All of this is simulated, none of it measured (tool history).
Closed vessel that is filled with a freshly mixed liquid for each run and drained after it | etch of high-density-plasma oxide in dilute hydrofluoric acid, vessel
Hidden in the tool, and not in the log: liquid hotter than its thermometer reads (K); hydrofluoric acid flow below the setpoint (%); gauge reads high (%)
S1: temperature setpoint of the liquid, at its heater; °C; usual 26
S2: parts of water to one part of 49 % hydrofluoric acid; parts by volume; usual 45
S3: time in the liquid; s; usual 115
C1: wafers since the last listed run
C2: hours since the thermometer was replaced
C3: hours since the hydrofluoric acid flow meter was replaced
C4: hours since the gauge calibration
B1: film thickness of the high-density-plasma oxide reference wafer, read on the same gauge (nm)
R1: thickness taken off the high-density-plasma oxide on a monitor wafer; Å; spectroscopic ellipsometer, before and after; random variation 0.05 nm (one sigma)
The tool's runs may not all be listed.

| run | hour | S1 | S2 | S3 | C1 | C2 | C3 | C4 | B1 | R1 |
|---|---|---|---|---|---|---|---|---|---|---|
| 1 | 0 | 26 | 45 | 115 | 0 | 1925.4 | 1625.6 | 274.7 | 69.12 | 136.2 |
|  | 11.3 | gauge calibrated |
| 2 | 89 | 26 | 45 | 115 | 9644 | 2014.4 | 1714.6 | 77.7 | 69.42 | 136.3 |
| 3 | 102.7 | 26 | 45 | 115 | 1484 | 2028.1 | 1728.3 | 91.4 | 69.35 | 135 |
| 4 | 123.6 | 26 | 45 | 115 | 2264 | 2049 | 1749.2 | 112.3 | 69.27 | 135.3 |
| 5 | 139.1 | 26 | 45 | 115 | 1679 | 2064.5 | 1764.7 | 127.8 | 69.29 | 135.4 |
|  | 161.5 | hydrofluoric acid flow meter replaced |
| 6 | 173.6 | 26 | 45 | 115 | 3630 | 2099 | 12.1 | 162.3 | 69.13 | 135.2 |
| 7 | 190.2 | 26 | 50 | 115 | 1798 | 2115.6 | 28.7 | 178.9 | 69.18 | 120.7 |
| 8 | 220 | 26 | 45 | 160 | 3229 | 2145.4 | 58.5 | 208.7 | 69.07 | 188.6 |
| 9 | 249.8 | 31 | 65 | 115 | 3229 | 2175.2 | 88.3 | 238.5 | 69.08 | 110.7 |
| 10 | 274.2 | 24.5 | 45 | 70 | 2644 | 2199.6 | 112.7 | 262.9 | 69.01 | 77.2 |
|  | 282.1 | thermometer replaced |
| 11 | 297.4 | 24.5 | 45 | 70 | 2405 | 15.3 | 135.9 | 286.1 | 69.03 | 77 |
|  | 304.3 | gauge calibrated |
| 12 | 317.7 | 26 | 45 | 115 | 2199 | 35.6 | 156.2 | 13.4 | 69.72 | 136.1 |
| 13 | 344.2 | 24 | 40 | 170 | 2871 | 62.1 | 182.7 | 39.9 | 69.55 | 209.7 |
| 14 | 362.4 | 26 | 45 | 115 | 1972 | 80.3 | 200.9 | 58.1 | 69.49 | 136.7 |
| 15 | 388.3 | 30.5 | 65 | 115 | 2806 | 106.2 | 226.8 | 84 | 69.34 | 109.4 |

3 ways to go on from here, each from the tool as it stands after run 15. What would each give?
| A | 389 | 26 | 45 | 115 | 75 | 106.9 | 227.5 | 84.7 | ? | ? |
| B | 389 | 31 | 60 | 140 | 75 | 106.9 | 227.5 | 84.7 | ? | ? |
| C | 389 | 30.5 | 60 | 140 | 75 | 106.9 | 227.5 | 84.7 | ? | ? |

| run | B1 | R1 |
|---|---|---|
| A | 69.29 | 135.2 |
| B | 69.29 | 147.2 |
| C | 69.29 | 144.4 |
Without the tool's hidden state the same runs would have given:
| run | R1 |
|---|---|
| A | 136.5 |
| B | 148.6 |
| C | 145.8 |
